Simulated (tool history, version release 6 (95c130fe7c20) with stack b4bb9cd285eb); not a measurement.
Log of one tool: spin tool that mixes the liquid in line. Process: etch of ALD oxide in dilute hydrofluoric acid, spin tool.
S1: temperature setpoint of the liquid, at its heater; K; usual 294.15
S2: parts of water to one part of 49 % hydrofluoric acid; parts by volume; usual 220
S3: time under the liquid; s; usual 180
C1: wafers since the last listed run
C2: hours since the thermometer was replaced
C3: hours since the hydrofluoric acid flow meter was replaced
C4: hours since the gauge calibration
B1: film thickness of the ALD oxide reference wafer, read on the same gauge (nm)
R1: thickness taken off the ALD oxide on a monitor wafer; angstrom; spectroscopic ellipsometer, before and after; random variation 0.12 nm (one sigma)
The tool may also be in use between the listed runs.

run	hour	S1	S2	S3	C1	C2	C3	C4	B1	R1
1	0.0	294.15	220	180	0	973.5	222.4	762.5	29.11	160.0
2	86.9	294.15	220	180	468	1060.4	309.3	849.4	28.92	159.8
# hour 109.1: gauge calibrated
3	167.7	294.15	220	180	435	1141.2	390.1	58.6	30.00	166.5
4	254.3	294.15	220	180	467	1227.8	476.7	145.2	29.98	164.5
5	332.4	294.15	250	180	421	1305.9	554.8	223.3	29.92	142.4
6	412.1	294.15	220	180	429	1385.6	634.5	303.0	29.86	167.0
7	516.3	294.15	220	180	562	1489.8	738.7	407.2	29.76	165.4
8	620.6	295.65	220	180	562	1594.1	843.0	511.5	29.63	173.7
# hour 624.7: hydrofluoric acid flow meter replaced
9	665.6	294.15	220	180	237	1639.1	40.9	556.5	29.56	163.5
# hour 667.8: thermometer replaced
10	755.2	294.15	220	180	477	87.4	130.5	646.1	29.40	162.3
11	843.4	297.15	220	180	475	175.6	218.7	734.3	29.21	178.2
# hour 848.4: gauge calibrated
12	1004.5	297.15	220	180	869	336.7	379.8	156.1	29.93	185.2
13	1096.6	291.15	320	120	496	428.8	471.9	248.2	29.90	62.0
14	1149.3	297.15	220	115	284	481.5	524.6	300.9	29.84	119.0

Run 15 comes next. What will it give?
15	1194.6	294.15	170	180	244	526.8	569.9	346.2	?	?

{"run 15": {"B1": 29.82, "R1": 227.2}}
Without the tool's hidden state the same run would have given R1 228.8 angstrom.
